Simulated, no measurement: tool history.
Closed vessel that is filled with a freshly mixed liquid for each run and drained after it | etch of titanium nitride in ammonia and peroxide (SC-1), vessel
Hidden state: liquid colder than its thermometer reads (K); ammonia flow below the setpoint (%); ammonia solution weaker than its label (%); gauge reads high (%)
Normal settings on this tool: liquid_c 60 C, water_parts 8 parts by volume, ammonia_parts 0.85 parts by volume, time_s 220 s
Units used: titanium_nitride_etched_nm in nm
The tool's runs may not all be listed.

run,hour,liquid_c,water_parts,ammonia_parts,time_s,wafers since the last listed run,hours since the thermometer was replaced,hours since the ammonia flow meter was replaced,hours since the drum of ammonia solution was connected,hours since the gauge calibration,"read-back film thickness of the titanium nitride reference wafer, read on the same gauge (nm)",titanium_nitride_etched_nm
1,0,60,9.5,0.85,220,0,2668.9,2467.2,186,150.3,40.04,36.82
# hour 9.2: gauge calibrated
2,17.2,60,9.5,0.85,220,979,2686.1,2484.4,203.2,8,39.98,36.48
3,31.8,60,9.5,0.85,220,831,2700.7,2499,217.8,22.6,40.01,36.61
4,46.5,60,8,0.85,220,836,2715.4,2513.7,232.5,37.3,40,39.74
5,60.3,60,8,0.85,220,785,2729.2,2527.5,246.3,51.1,40.01,39.78
6,78.1,60,8,0.85,220,1013,2747,2545.3,264.1,68.9,40,39.55
7,91.5,60,8,0.85,220,762,2760.4,2558.7,277.5,82.3,40,39.58
8,109.3,60,8,0.85,220,1013,2778.2,2576.5,295.3,100.1,39.98,39.41
9,120.8,60,8,0.85,220,654,2789.7,2588,306.8,111.6,40,39.51
10,127.1,60,8,0.85,220,358,2796,2594.3,313.1,117.9,39.98,39.24
# hour 133.3: thermometer replaced
11,136.1,60,8,0.85,220,455,2.8,2603.3,322.1,126.9,39.97,45.62
12,144.3,60,8,0.85,310,466,11,2611.5,330.3,135.1,40.01,64.11
13,152,60,8,0.85,220,438,18.7,2619.2,338,142.8,40.04,45.55
14,165.9,60,9.5,0.85,220,791,32.6,2633.1,351.9,156.7,40.01,41.78
15,172.1,69,8,0.85,275,352,38.8,2639.3,358.1,162.9,40.01,101.08
# hour 192.6: new drum of ammonia solution connected
# hour 196: gauge calibrated
# hour 196.5: ammonia flow meter replaced
16,225.5,57,5.5,0.5,110,2926,92.2,29,32.9,29.5,40.02,21.02
17,238.7,60,10.5,0.95,100,751,105.4,42.2,46.1,42.7,39.97,18.68
18,253.1,60,8,0.85,220,819,119.8,56.6,60.5,57.1,40,45.89
19,263.5,53,5,0.85,295,592,130.2,67,70.9,67.5,40.01,48.1
20,270.3,60,5,0.85,220,387,137,73.8,77.7,74.3,40,57.15
21,284.3,60,8,0.85,220,797,151,87.8,91.7,88.3,40.01,45.7
22,290.8,60,9.5,0.85,310,370,157.5,94.3,98.2,94.8,39.99,59.6

State the hidden condition of the tool at each of the runs:
ammonia flow below the setpoint (%): 0 across all the runs
gauge reads high (%): 0 across all the runs
H1: liquid colder than its thermometer reads (K)
H2: ammonia solution weaker than its label (%)
run,H1,H2
1,2.35,7.65
2,2.36,8.27
3,2.38,8.79
4,2.39,9.31
5,2.4,9.81
6,2.42,10.4
7,2.43,10.9
8,2.44,11.6
9,2.45,12
10,2.46,12.2
11,0.185,12.5
12,0.192,12.8
13,0.198,13.1
14,0.21,13.6
15,0.216,13.8
16,0.262,3.25
17,0.273,3.72
18,0.285,4.23
19,0.294,4.6
20,0.3,4.85
21,0.312,5.35
22,0.318,5.58
